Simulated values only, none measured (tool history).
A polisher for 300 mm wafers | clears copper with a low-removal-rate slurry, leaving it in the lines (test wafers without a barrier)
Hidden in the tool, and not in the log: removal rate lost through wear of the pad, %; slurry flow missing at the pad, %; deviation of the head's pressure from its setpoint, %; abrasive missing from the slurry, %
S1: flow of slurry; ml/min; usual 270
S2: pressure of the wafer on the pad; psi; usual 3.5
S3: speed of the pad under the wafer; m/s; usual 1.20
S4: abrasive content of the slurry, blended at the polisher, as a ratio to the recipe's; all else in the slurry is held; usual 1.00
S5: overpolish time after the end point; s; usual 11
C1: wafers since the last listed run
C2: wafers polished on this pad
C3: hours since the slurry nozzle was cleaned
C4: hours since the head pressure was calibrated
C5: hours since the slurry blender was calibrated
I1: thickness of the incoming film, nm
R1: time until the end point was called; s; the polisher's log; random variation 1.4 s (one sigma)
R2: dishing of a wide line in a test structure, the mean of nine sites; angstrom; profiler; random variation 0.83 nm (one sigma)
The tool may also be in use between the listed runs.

run,day,S1,S2,S3,S4,S5,C1,C2,C3,C4,C5,I1,R1,R2
1,0.000,270,3.5,1.20,1.00,11,0,1298,323.5,798.9,246.2,332.3,82.6,313
2,2.812,270,3.5,1.20,1.00,11,471,1769,391.0,866.4,313.7,337.0,88.2,310
# day 3.188: slurry nozzle cleaned
# day 4.654: slurry blender recalibrated
3,5.621,270,3.5,1.20,1.00,11,449,2219,58.4,933.8,23.2,338.8,83.6,316
# day 6.979: worn pad replaced by a new one
4,8.362,270,3.5,1.20,1.00,11,431,231,124.2,999.6,89.0,338.8,74.5,343
5,9.683,270,3.5,1.20,1.00,11,221,453,155.9,1031.3,120.7,332.0,78.0,323
6,12.329,270,3.5,1.20,1.00,11,443,896,219.4,1094.8,184.2,338.5,81.0,314
# day 13.712: head pressure recalibrated
7,13.733,270,3.5,1.20,1.00,11,221,1117,253.1,0.5,217.9,336.1,80.7,311
8,15.942,270,3.5,1.20,1.00,11,370,1487,306.1,53.5,270.9,338.6,82.8,315
# day 17.438: slurry nozzle cleaned
9,18.271,270,3.5,1.20,1.00,11,383,1871,20.0,109.4,326.8,334.7,89.8,306
10,20.433,270,3.5,1.44,1.00,13,362,2233,71.9,161.3,378.7,331.0,72.3,371
# day 21.171: slurry blender recalibrated
11,21.508,270,2.9,1.20,1.00,11,166,2399,97.7,187.1,8.1,331.9,94.2,269
12,23.179,270,3.5,1.50,1.25,5,280,2679,137.8,227.2,48.2,333.3,60.0,212
# day 25.438: worn pad replaced by a new one
13,26.129,270,3.5,1.20,1.30,11,466,115,208.6,298.0,119.0,332.7,69.6,360
14,27.379,180,2.7,1.38,1.25,11,209,325,238.6,328.0,149.0,332.3,85.7,322
15,28.683,270,3.5,1.48,1.00,11,218,543,269.9,359.3,180.3,331.3,65.3,394
16,30.479,210,2.8,1.36,1.00,6,300,844,313.0,402.4,223.4,339.7,94.5,173
17,32.712,270,3.5,1.06,1.00,11,374,1218,366.6,456.0,277.0,331.6,93.9,275
# day 33.467: slurry nozzle cleaned
18,34.458,270,4.0,1.20,0.85,15,285,1504,23.8,497.9,318.9,338.0,80.9,404
19,35.692,270,3.5,1.44,1.00,13,206,1711,53.4,527.5,348.5,333.0,72.5,391
# day 37.846: slurry blender recalibrated
20,38.246,340,2.4,1.44,0.85,11,414,2125,114.7,588.8,9.6,332.8,100.7,265
21,39.388,270,3.5,1.20,1.00,11,191,2316,142.1,616.2,37.0,333.3,81.5,322
22,41.092,235,3.5,1.20,1.00,15,285,2602,183.0,657.1,77.9,339.8,85.0,405
# day 41.275: worn pad replaced by a new one
23,42.529,270,3.5,1.00,0.80,11,212,210,217.5,691.6,112.4,334.0,99.4,280
24,45.408,270,3.5,1.20,1.00,11,482,692,286.6,760.7,181.5,336.0,80.1,305
25,47.546,270,3.5,1.20,1.00,11,358,1051,337.9,812.0,232.8,330.6,85.6,307
26,49.858,270,2.3,1.20,1.00,9,387,1438,393.4,867.5,288.3,333.6,131.5,176
# day 51.383: slurry nozzle cleaned
# day 52.329: slurry blender recalibrated
27,56.696,270,4.0,1.20,1.10,16,1124,2563,127.5,1031.6,104.8,338.6,70.2,494
# day 57.921: worn pad replaced by a new one
28,58.600,245,3.5,0.86,1.25,11,291,113,173.2,1077.3,150.5,329.6,98.3,275

4 ways to go on from here, each from the tool as it stands after run 28. What would each give?
A,58.617,270,3.5,1.20,1.00,11,2,116,173.6,1077.7,150.9,333.1,?,?
B,58.617,205,3.5,0.96,1.30,7,2,116,173.6,1077.7,150.9,333.1,?,?
C,58.617,270,3.5,1.20,1.25,11,2,116,173.6,1077.7,150.9,333.1,?,?
D,58.617,270,2.9,1.20,1.00,16,2,116,173.6,1077.7,150.9,333.1,?,?

run,R1,R2
A,74.8,338
B,88.5,202
C,70.2,356
D,90.3,387
Without the tool's hidden state the same runs would have given:
run,R1,R2
A,69.7,358
B,82.2,215
C,65.2,376
D,84.1,408
